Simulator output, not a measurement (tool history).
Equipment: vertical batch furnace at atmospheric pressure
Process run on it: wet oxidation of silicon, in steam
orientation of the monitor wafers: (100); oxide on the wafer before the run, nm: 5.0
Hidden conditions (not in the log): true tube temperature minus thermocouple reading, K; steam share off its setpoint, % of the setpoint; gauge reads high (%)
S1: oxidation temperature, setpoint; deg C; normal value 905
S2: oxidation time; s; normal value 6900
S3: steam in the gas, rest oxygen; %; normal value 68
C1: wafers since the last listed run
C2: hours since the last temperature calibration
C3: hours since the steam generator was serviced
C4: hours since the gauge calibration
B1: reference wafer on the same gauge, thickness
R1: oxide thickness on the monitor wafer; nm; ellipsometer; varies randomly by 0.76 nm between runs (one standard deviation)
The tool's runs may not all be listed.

run,hour,S1,S2,S3,C1,C2,C3,C4,B1,R1
1,0.0,905,6900,68,0,3309.0,1044.9,823.9,180.78,199.14
2,16.3,905,6900,68,221,3325.3,1061.2,840.2,181.03,200.05
3,32.0,888,6900,68,213,3341.0,1076.9,855.9,181.10,161.51
4,41.7,905,6900,68,131,3350.7,1086.6,865.6,181.08,199.83
5,64.8,905,6900,68,313,3373.8,1109.7,888.7,180.95,198.89
6,80.0,905,6900,68,206,3389.0,1124.9,903.9,180.96,197.80
7,95.5,905,6900,68,210,3404.5,1140.4,919.4,180.71,198.24
8,113.0,905,6900,68,237,3422.0,1157.9,936.9,180.66,198.98
9,125.0,905,6900,68,162,3434.0,1169.9,948.9,181.09,199.18
10,145.8,905,6900,68,282,3454.8,1190.7,969.7,181.14,198.44
11,154.6,905,6900,68,119,3463.6,1199.5,978.5,180.90,200.49
# hour 162.6: gauge calibrated
12,174.0,905,6900,68,263,3483.0,1218.9,11.4,181.13,198.81
13,188.6,905,6900,68,198,3497.6,1233.5,26.0,181.03,200.53
14,204.4,905,6900,68,214,3513.4,1249.3,41.8,181.08,198.70
15,228.0,905,6900,62,320,3537.0,1272.9,65.4,180.79,184.21
# hour 256.5: thermocouples replaced and temperature profile calibrated
# hour 276.4: steam generator serviced
16,294.0,896,7980,64,299,37.5,17.6,131.4,181.18,180.97
17,316.8,905,6900,68,309,60.3,40.4,154.2,180.87,187.66
18,333.6,890,4050,77,228,77.1,57.2,171.0,180.89,108.29
19,349.6,905,6900,68,217,93.1,73.2,187.0,181.10,189.12
20,401.3,887,8970,68,702,144.8,124.9,238.7,181.07,187.20
21,419.9,905,6900,57,252,163.4,143.5,257.3,180.92,162.82
22,444.9,905,9990,76,339,188.4,168.5,282.3,181.08,281.24
23,465.1,905,6900,68,274,208.6,188.7,302.5,180.96,190.29
24,489.1,905,6900,57,325,232.6,212.7,326.5,181.02,164.28
25,506.4,892,9300,72,234,249.9,230.0,343.8,181.02,218.66
26,520.3,905,4080,68,188,263.8,243.9,357.7,180.95,121.66
27,529.9,905,6900,68,130,273.4,253.5,367.3,180.89,191.02
28,605.7,905,6900,68,1029,349.2,329.3,443.1,181.05,190.67
29,625.0,905,6900,68,262,368.5,348.6,462.4,181.11,192.38
30,637.3,881,4470,78,167,380.8,360.9,474.7,180.81,105.94
31,659.0,881,5790,61,294,402.5,382.6,496.4,181.02,108.01
32,682.8,883,8040,59,323,426.3,406.4,520.2,180.98,144.42
33,698.0,898,6900,68,206,441.5,421.6,535.4,180.86,176.90
34,715.6,888,4440,63,239,459.1,439.2,553.0,181.00,97.89
35,735.9,905,6900,68,275,479.4,459.5,573.3,181.00,192.64
36,749.4,921,8010,64,183,492.9,473.0,586.8,181.05,246.18
37,769.7,893,9750,57,275,513.2,493.3,607.1,181.18,190.03
38,812.5,905,6900,72,581,556.0,536.1,649.9,180.70,203.37

Consider 4 possible next runs. They are alternatives, not a sequence: every one starts from the tool as it was left by run 38. What does each give?
A,818.6,905,6900,68,82,562.1,542.2,656.0,?,?
B,818.6,887,8490,68,82,562.1,542.2,656.0,?,?
C,818.6,905,9570,68,82,562.1,542.2,656.0,?,?
D,818.6,905,4440,77,82,562.1,542.2,656.0,?,?

run,B1,R1
A,181.17,193.54
B,181.17,182.52
C,181.17,253.34
D,181.17,148.08
Take away the tool's hidden state, keep each run's random variation, and the runs would have read:
run,R1
A,187.45
B,175.95
C,245.81
D,143.21
